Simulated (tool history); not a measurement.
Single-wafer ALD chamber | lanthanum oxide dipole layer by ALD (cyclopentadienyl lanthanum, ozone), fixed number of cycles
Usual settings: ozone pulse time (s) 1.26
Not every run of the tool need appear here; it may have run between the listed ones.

| run | day | ozone pulse time (s) | wafers since the last listed run | hours since the last thermocouple change | hours since the last ozone generator service | hours since the showerhead was replaced | hours since the gauge calibration | read-back reference wafer on the same gauge, thickness_nm | mean film thickness on the monitor wafer (Å) |
|---|---|---|---|---|---|---|---|---|---|
| 1 | 0 | 1.26 | 0 | 2026.5 | 340.8 | 4741.1 | 882.9 | 0.465 | 5.34 |
| 2 | 2.425 | 1.26 | 1008 | 2084.7 | 399 | 4799.3 | 941.1 | 0.465 | 5.33 |
| 3 | 5.046 | 1.26 | 1090 | 2147.6 | 461.9 | 4862.2 | 1004 | 0.466 | 5.33 |
| 4 | 6.208 | 1.26 | 483 | 2175.5 | 489.8 | 4890.1 | 1031.9 | 0.466 | 5.35 |
| 5 | 8.008 | 1.26 | 748 | 2218.7 | 533 | 4933.3 | 1075.1 | 0.466 | 5.35 |
| 6 | 9.188 | 1.26 | 490 | 2247 | 561.3 | 4961.6 | 1103.4 | 0.466 | 5.36 |
| 7 | 10.892 | 1.26 | 708 | 2287.9 | 602.2 | 5002.5 | 1144.3 | 0.466 | 5.36 |
|  | 13.367 | showerhead replaced |
| 8 | 13.383 | 1.26 | 897 | 2347.7 | 662 | 0.4 | 1204.1 | 0.466 | 5.34 |
| 9 | 15.612 | 1.26 | 927 | 2401.2 | 715.5 | 53.9 | 1257.6 | 0.466 | 5.37 |
| 10 | 17.758 | 1.26 | 892 | 2452.7 | 767 | 105.4 | 1309.1 | 0.467 | 5.34 |
| 11 | 25.712 | 1.64 | 3309 | 2643.6 | 957.9 | 296.3 | 1500 | 0.466 | 5.64 |
| 12 | 26.992 | 1.64 | 532 | 2674.3 | 988.6 | 327 | 1530.7 | 0.467 | 5.66 |
| 13 | 28.538 | 1.64 | 643 | 2711.4 | 1025.7 | 364.1 | 1567.8 | 0.467 | 5.64 |
|  | 29.838 | thermocouple changed; heater temperature recalibrated |
| 14 | 30.221 | 1.09 | 561 | 9.2 | 1066.1 | 404.5 | 1608.2 | 0.467 | 5.15 |
| 15 | 33.179 | 1.68 | 1230 | 80.2 | 1137.1 | 475.5 | 1679.2 | 0.467 | 5.66 |
| 16 | 35.325 | 1.12 | 892 | 131.7 | 1188.6 | 527 | 1730.7 | 0.467 | 5.17 |
| 17 | 37.288 | 1.64 | 816 | 178.8 | 1235.7 | 574.1 | 1777.8 | 0.467 | 5.64 |
|  | 37.604 | gauge calibrated |
| 18 | 38.604 | 1.26 | 547 | 210.4 | 1267.3 | 605.7 | 24 | 0.455 | 5.21 |
| 19 | 41.029 | 1.26 | 1008 | 268.6 | 1325.5 | 663.9 | 82.2 | 0.455 | 5.26 |
| 20 | 43.812 | 1.46 | 1157 | 335.4 | 1392.3 | 730.7 | 149 | 0.457 | 5.41 |
|  | 45.475 | ozone generator serviced |
| 21 | 46.221 | 1.26 | 863 | 393.2 | 17.9 | 788.5 | 206.8 | 0.458 | 5.25 |
| 22 | 49.212 | 0.79 | 1244 | 465 | 89.7 | 860.3 | 278.6 | 0.459 | 4.32 |
| 23 | 51.775 | 0.81 | 1066 | 526.5 | 151.2 | 921.8 | 340.1 | 0.459 | 4.4 |
| 24 | 54.379 | 0.8 | 1083 | 589 | 213.7 | 984.3 | 402.6 | 0.46 | 4.36 |
| 25 | 57.1 | 1.26 | 1131 | 654.3 | 279 | 1049.6 | 467.9 | 0.46 | 5.3 |
| 26 | 60.038 | 1.64 | 1222 | 724.8 | 349.5 | 1120.1 | 538.4 | 0.462 | 5.57 |
| 27 | 62.833 | 0.85 | 1163 | 791.9 | 416.6 | 1187.2 | 605.5 | 0.462 | 4.53 |
| 28 | 64.142 | 1.59 | 544 | 823.3 | 448 | 1218.6 | 636.9 | 0.462 | 5.55 |
| 29 | 66.167 | 1.47 | 842 | 871.9 | 496.6 | 1267.2 | 685.5 | 0.462 | 5.48 |
| 30 | 67.721 | 1.26 | 646 | 909.2 | 533.9 | 1304.5 | 722.8 | 0.463 | 5.3 |
| 31 | 70.225 | 0.92 | 1041 | 969.3 | 594 | 1364.6 | 782.9 | 0.462 | 4.73 |
| 32 | 72.846 | 1.76 | 1090 | 1032.2 | 656.9 | 1427.5 | 845.8 | 0.463 | 5.63 |
| 33 | 75.371 | 1.49 | 1050 | 1092.8 | 717.5 | 1488.1 | 906.4 | 0.463 | 5.55 |

List, for all runs, the conditions of the tool that the log does not record:
wafer temperature above the value expected at the setpoint (K): 0 across all the runs
ozone dose above that of a generator just serviced (%): 0 across all the runs
H1: gauge reads high (%)
| run | H1 |
|---|---|
| 1 | 2.68 |
| 2 | 2.73 |
| 3 | 2.78 |
| 4 | 2.8 |
| 5 | 2.83 |
| 6 | 2.85 |
| 7 | 2.87 |
| 8 | 2.9 |
| 9 | 2.93 |
| 10 | 2.95 |
| 11 | 3.01 |
| 12 | 3.02 |
| 13 | 3.03 |
| 14 | 3.04 |
| 15 | 3.05 |
| 16 | 3.06 |
| 17 | 3.07 |
| 18 | 0.297 |
| 19 | 0.559 |
| 20 | 0.826 |
| 21 | 1.03 |
| 22 | 1.25 |
| 23 | 1.42 |
| 24 | 1.58 |
| 25 | 1.72 |
| 26 | 1.85 |
| 27 | 1.96 |
| 28 | 2.01 |
| 29 | 2.08 |
| 30 | 2.12 |
| 31 | 2.19 |
| 32 | 2.26 |
| 33 | 2.32 |
